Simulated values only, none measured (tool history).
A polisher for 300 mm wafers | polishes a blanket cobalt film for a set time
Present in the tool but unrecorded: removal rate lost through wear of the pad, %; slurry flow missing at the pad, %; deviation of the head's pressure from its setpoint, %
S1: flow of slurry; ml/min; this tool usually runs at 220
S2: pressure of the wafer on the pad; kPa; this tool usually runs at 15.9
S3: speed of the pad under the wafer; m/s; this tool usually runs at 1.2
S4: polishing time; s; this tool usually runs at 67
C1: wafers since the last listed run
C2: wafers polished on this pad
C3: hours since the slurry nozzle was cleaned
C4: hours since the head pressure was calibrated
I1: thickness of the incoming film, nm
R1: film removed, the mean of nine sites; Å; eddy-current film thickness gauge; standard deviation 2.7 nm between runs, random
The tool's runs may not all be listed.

Run 1, hour 0: usual settings; C1 0; C2 617; C3 440; C4 137.9; I1 1554.2. Result: R1 4395 Å.
Run 2, hour 11.8: usual settings but S1 240 ml/min; C1 100; C2 717; C3 451.8; C4 149.7; I1 1534.2. Result: R1 4460 Å.
Run 3, hour 26.1: usual settings but S1 240 ml/min; C1 121; C2 839; C3 466.1; C4 164; I1 1559.1. Result: R1 4418 Å.
At hour 34.3: worn pad replaced by a new one.
Run 4, hour 35.4: usual settings but S1 240 ml/min; C1 44; C2 9; C3 475.4; C4 173.3; I1 1566.6. Result: R1 4401 Å.
Run 5, hour 52.1: usual settings but S1 160 ml/min; C1 141; C2 150; C3 492.1; C4 190; I1 1528. Result: R1 4127 Å.
Run 6, hour 62.2: usual settings but S1 160 ml/min; C1 85; C2 236; C3 502.2; C4 200.1; I1 1527. Result: R1 4196 Å.
Run 7, hour 73.2: usual settings; C1 93; C2 329; C3 513.2; C4 211.1; I1 1559.1. Result: R1 4403 Å.
Run 8, hour 79.3: usual settings; C1 51; C2 381; C3 519.3; C4 217.2; I1 1556.4. Result: R1 4367 Å.
Run 9, hour 86.5: usual settings; C1 61; C2 442; C3 526.5; C4 224.4; I1 1535.7. Result: R1 4381 Å.
Run 10, hour 95.9: usual settings but S3 1 m/s; C1 79; C2 522; C3 535.9; C4 233.8; I1 1551.6. Result: R1 3752 Å.
Run 11, hour 135.8: usual settings but S3 1 m/s; C1 338; C2 860; C3 575.8; C4 273.7; I1 1563.5. Result: R1 3764 Å.
Run 12, hour 142.5: usual settings but S2 13.8 kPa, S4 52 s; C1 56; C2 917; C3 582.5; C4 280.4; I1 1564.8. Result: R1 3094 Å.
At hour 153.7: worn pad replaced by a new one.
Run 13, hour 154.2: usual settings but S2 13.8 kPa, S4 52 s; C1 65; C2 4; C3 594.2; C4 292.1; I1 1564.9. Result: R1 3115 Å.
Run 14, hour 163.3: usual settings; C1 77; C2 81; C3 603.3; C4 301.2; I1 1561.2. Result: R1 4388 Å.
Run 15, hour 184.5: usual settings; C1 179; C2 261; C3 624.5; C4 322.4; I1 1564.3. Result: R1 4377 Å.
Run 16, hour 199.8: usual settings; C1 129; C2 391; C3 639.8; C4 337.7; I1 1572.3. Result: R1 4367 Å.
Run 17, hour 209.8: usual settings; C1 84; C2 475; C3 649.8; C4 347.7; I1 1551. Result: R1 4429 Å.
Run 18, hour 220: usual settings; C1 86; C2 562; C3 660; C4 357.9; I1 1556.6. Result: R1 4422 Å.
At hour 227.4: slurry nozzle cleaned.
Run 19, hour 234.1: usual settings but S1 200 ml/min, S3 0.92 m/s, S4 46 s; C1 111; C2 673; C3 6.7; C4 372; I1 1587.2. Result: R1 2390 Å.
Run 20, hour 250.1: usual settings but S2 13.1 kPa, S3 1.6 m/s; C1 135; C2 809; C3 22.7; C4 388; I1 1576.7. Result: R1 5002 Å.
Run 21, hour 262.3: usual settings but S1 250 ml/min, S3 0.84 m/s, S4 49 s; C1 103; C2 912; C3 34.9; C4 400.2; I1 1564.2. Result: R1 2410 Å.
At hour 270.5: worn pad replaced by a new one.
Run 22, hour 289.6: usual settings but S1 280 ml/min, S2 19.3 kPa, S3 1.38 m/s, S4 53 s; C1 197; C2 162; C3 62.2; C4 427.5; I1 1590.9. Result: R1 4736 Å.
At hour 293.1: head pressure recalibrated.
Run 23, hour 305.9: usual settings; C1 121; C2 283; C3 78.5; C4 12.8; I1 1552.3. Result: R1 4395 Å.
Run 24, hour 313.4: usual settings but S1 280 ml/min, S2 19.3 kPa, S3 1.38 m/s, S4 53 s; C1 63; C2 347; C3 86; C4 20.3; I1 1543.2. Result: R1 4707 Å.
Run 25, hour 329.9: usual settings but S2 19.3 kPa, S4 74 s; C1 139; C2 487; C3 102.5; C4 36.8; I1 1543.1. Result: R1 5582 Å.
Run 26, hour 344.8: usual settings but S1 280 ml/min, S2 19.3 kPa, S3 1.38 m/s, S4 53 s; C1 126; C2 613; C3 117.4; C4 51.7; I1 1567.3. Result: R1 4638 Å.
At hour 388.8: worn pad replaced by a new one.
Run 27, hour 392.7: usual settings but S1 275 ml/min, S2 11 kPa, S3 1 m/s, S4 89 s; C1 372; C2 33; C3 165.3; C4 99.6; I1 1586. Result: R1 4072 Å.
Run 28, hour 409.6: usual settings but S1 200 ml/min, S2 11.7 kPa, S3 1.46 m/s, S4 48 s; C1 143; C2 176; C3 182.2; C4 116.5; I1 1535.2. Result: R1 3009 Å.
Run 29, hour 424.5: usual settings but S3 0.9 m/s; C1 126; C2 302; C3 197.1; C4 131.4; I1 1554. Result: R1 3459 Å.
Run 30, hour 437.8: usual settings but S1 280 ml/min, S2 17.9 kPa, S3 0.82 m/s, S4 52 s; C1 112; C2 415; C3 210.4; C4 144.7; I1 1541. Result: R1 2765 Å.
Run 31, hour 444.5: usual settings; C1 56; C2 472; C3 217.1; C4 151.4; I1 1564.3. Result: R1 4399 Å.
Run 32, hour 456.9: usual settings but S1 290 ml/min, S3 1.02 m/s, S4 77 s; C1 105; C2 577; C3 229.5; C4 163.8; I1 1544.9. Result: R1 4561 Å.
Run 33, hour 471.2: usual settings; C1 121; C2 699; C3 243.8; C4 178.1; I1 1529.6. Result: R1 4391 Å.
Run 34, hour 522.4: usual settings; C1 434; C2 1133; C3 295; C4 229.3; I1 1533. Result: R1 4395 Å.
At hour 527.3: worn pad replaced by a new one.
Run 35, hour 534.2: usual settings but S1 290 ml/min, S2 18.6 kPa, S3 0.86 m/s, S4 45 s; C1 66; C2 58; C3 306.8; C4 241.1; I1 1546.8. Result: R1 2611 Å.
Run 36, hour 541.8: usual settings but S3 1.08 m/s; C1 64; C2 123; C3 314.4; C4 248.7; I1 1538.3. Result: R1 4041 Å.

5 ways to go on from here, each from the tool as it stands after run 36. What would each give?
Run A, hour 542.2: usual settings but S2 13.1 kPa; C1 3; C2 126; C3 314.8; C4 249.1; I1 1555. Result: R1 ?.
Run B, hour 542.2: usual settings but S2 19.3 kPa; C1 3; C2 126; C3 314.8; C4 249.1; I1 1555. Result: R1 ?.
Run C, hour 542.2: usual settings but S4 53 s; C1 3; C2 126; C3 314.8; C4 249.1; I1 1555. Result: R1 ?.
Run D, hour 542.2: usual settings but S4 59 s; C1 3; C2 126; C3 314.8; C4 249.1; I1 1555. Result: R1 ?.
Run E, hour 542.2: usual settings but S2 13.8 kPa, S3 1.44 m/s, S4 77 s; C1 3; C2 126; C3 314.8; C4 249.1; I1 1555. Result: R1 ?.

run    R1
  A  3881
  B  5120
  C  3506
  D  3903
  E  5423
The same runs, with their run-to-run variation unchanged, on a tool lacking any hidden condition would have given:
run    R1
  A  3881
  B  5120
  C  3506
  D  3903
  E  5423

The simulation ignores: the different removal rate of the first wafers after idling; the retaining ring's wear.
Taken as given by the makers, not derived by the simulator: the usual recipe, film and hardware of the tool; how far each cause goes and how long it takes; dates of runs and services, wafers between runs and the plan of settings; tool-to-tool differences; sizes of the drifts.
